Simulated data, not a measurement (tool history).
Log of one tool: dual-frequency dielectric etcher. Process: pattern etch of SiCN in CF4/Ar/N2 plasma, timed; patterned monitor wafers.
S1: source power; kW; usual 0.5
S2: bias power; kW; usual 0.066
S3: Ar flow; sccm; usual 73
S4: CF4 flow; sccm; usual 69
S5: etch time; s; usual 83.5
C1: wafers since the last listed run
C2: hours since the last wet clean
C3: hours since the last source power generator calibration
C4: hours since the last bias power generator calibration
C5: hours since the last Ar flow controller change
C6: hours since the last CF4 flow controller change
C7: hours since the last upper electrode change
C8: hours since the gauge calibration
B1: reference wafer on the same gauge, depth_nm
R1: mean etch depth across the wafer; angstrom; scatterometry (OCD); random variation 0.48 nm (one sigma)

run   hour    S1     S2  S3  S4     S5   C1     C2      C3      C4      C5      C6      C7      C8    B1    R1
  1      0   0.5  0.066  73  69   83.5    0  149.5   227.3  3604.7  4047.9  2264.8   276.2   155.2    82   804
  2   54.7   0.5  0.066  73  69   83.5  743  204.2     282  3659.4  4102.6  2319.5   330.9   209.9  81.9   790
      64.6  -- Ar flow controller replaced
  3   95.5  0.45  0.076  73  69   92.5  472    245   322.8  3700.2    30.9  2360.3   371.7   250.7  81.6   815
  4  128.4  0.58  0.066  73  69  105.5  446  277.9   355.7  3733.1    63.8  2393.2   404.6   283.6  81.5  1177
     180.5  -- CF4 flow controller replaced
  5  197.6   0.5  0.066  73  69   83.5  858  347.1   424.9  3802.3     133    17.1   473.8   352.8  81.3   787
  6  235.1  0.39  0.066  73  69   83.5  509  384.6   462.4  3839.8   170.5    54.6   511.3   390.3  81.1   598
  7  301.6   0.5  0.053  68  74   83.5  903  451.1   528.9  3906.3     237   121.1   577.8   456.8  80.9   757
     342.2  -- bias power generator calibrated
  8  355.7   0.5  0.066  73  69   83.5  680  505.2     583    13.5   291.1   175.2   631.9   510.9  80.7   785
     422.6  -- wet clean of the chamber
  9  423.1   0.5  0.066  73  69   83.5  589    0.5   650.4    80.9   358.5   242.6   699.3   578.3  80.7   787
 10  468.4   0.4  0.058  73  69     68  615   45.8   695.7   126.2   403.8   287.9   744.6   623.6  80.6   483
 11  532.6  0.45  0.066  73  69     67  872    110   759.9   190.4     468   352.1   808.8   687.8  80.3   568
 12  593.1  0.56  0.066  73  69   83.5  821  170.5   820.4   250.9   528.5   412.6   869.3   748.3  80.3   879
 13  650.5   0.5  0.066  91  79   83.5  779  227.9   877.8   308.3   585.9     470   926.7   805.7  80.1   772
 14  711.5   0.5  0.066  73  69   83.5  828  288.9   938.8   369.3   646.9     531   987.7   866.7  80.2   777
 15  744.4   0.5  0.066  73  69   83.5  446  321.8   971.7   402.2   679.8   563.9  1020.6   899.6  80.1   787
 16  770.2   0.5  0.066  73  69   83.5  350  347.6   997.5     428   705.6   589.7  1046.4   925.4  80.1   785
 17  839.7   0.5  0.066  59  69   83.5  944  417.1    1067   497.5   775.1   659.2  1115.9   994.9  80.1   795
 18  885.7   0.5  0.066  73  69   83.5  624  463.1    1113   543.5   821.1   705.2  1161.9  1040.9    80   778
 19  925.9   0.5  0.066  73  69   83.5  546  503.3  1153.2   583.7   861.3   745.4  1202.1  1081.1  79.9   776
 20  958.8  0.41  0.066  66  69     93  446  536.2  1186.1   616.6   894.2   778.3    1235    1114  79.9   713

Forecast each of these 5 alternatives for the next run:
  A  959.2   0.5   0.06  73  69  83.5   5  536.6  1186.5  617  894.6  778.7  1235.4  1114.4   ?   ?
  B  959.2  0.44  0.066  88  69  83.5   5  536.6  1186.5  617  894.6  778.7  1235.4  1114.4   ?   ?
  C  959.2   0.5  0.077  73  63    73   5  536.6  1186.5  617  894.6  778.7  1235.4  1114.4   ?   ?
  D  959.2   0.5  0.066  84  69  83.5   5  536.6  1186.5  617  894.6  778.7  1235.4  1114.4   ?   ?
  E  959.2  0.42  0.066  73  57  83.5   5  536.6  1186.5  617  894.6  778.7  1235.4  1114.4   ?   ?

run  B1   R1
  A  80  757
  B  80  663
  C  80  702
  D  80  765
  E  80  626
Without the tool's hidden state the same runs would have given:
run   R1
  A  790
  B  692
  C  732
  D  799
  E  653
